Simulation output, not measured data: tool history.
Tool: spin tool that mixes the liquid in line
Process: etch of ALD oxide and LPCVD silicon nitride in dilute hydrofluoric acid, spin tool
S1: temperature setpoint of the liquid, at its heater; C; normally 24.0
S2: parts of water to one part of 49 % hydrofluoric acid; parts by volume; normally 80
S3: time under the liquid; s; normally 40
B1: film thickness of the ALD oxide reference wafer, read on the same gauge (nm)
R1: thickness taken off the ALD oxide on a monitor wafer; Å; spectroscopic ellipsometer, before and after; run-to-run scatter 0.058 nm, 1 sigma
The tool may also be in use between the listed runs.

run,hour,S1,S2,S3,B1,R1
1,0.0,24.0,80,40,50.00,76.0
2,27.9,24.0,80,40,49.99,76.8
3,59.8,22.0,80,40,49.99,70.9
4,92.3,22.0,80,40,50.01,69.8
5,137.6,24.0,80,40,50.01,76.1
6,166.9,25.5,95,40,50.00,67.0
7,182.4,24.0,110,40,50.01,53.4
8,210.2,20.5,115,65,49.98,71.7
9,244.5,24.0,80,40,50.03,77.8
10,262.0,20.0,65,65,50.00,133.1
# hour 282.6: hydrofluoric acid flow meter replaced
11,295.5,28.5,105,50,50.02,84.3
# hour 323.5: gauge calibrated
12,328.0,27.5,80,30,50.01,66.3
13,353.6,26.0,80,50,50.02,102.6
14,367.4,24.0,100,60,50.00,89.1
15,400.6,24.0,115,40,50.01,51.4
16,434.7,19.5,70,20,50.02,36.4
# hour 441.2: thermometer replaced
17,460.6,27.5,80,30,49.99,65.5
18,483.7,24.0,80,40,50.01,75.7
19,515.2,24.0,80,40,50.02,76.8
20,534.3,24.0,80,40,49.99,76.6
21,567.5,22.0,70,50,50.00,102.3
22,588.5,26.5,115,55,49.99,76.6
23,622.6,24.0,70,40,50.00,88.4
24,683.8,29.0,100,60,50.02,108.9
25,711.3,24.0,80,40,50.03,75.9
26,744.5,24.0,80,40,50.03,76.7

Forecast each of these 4 alternatives for the next run:
A,744.9,24.0,80,40,?,?
B,744.9,24.0,100,55,?,?
C,744.9,28.5,95,35,?,?
D,744.9,26.0,60,40,?,?

run,B1,R1
A,49.99,76.7
B,49.99,82.3
C,49.99,66.1
D,49.99,113.8
Had the tool no hidden state, the same runs would have come out as:
run,R1
A,76.7
B,82.3
C,66.1
D,113.8
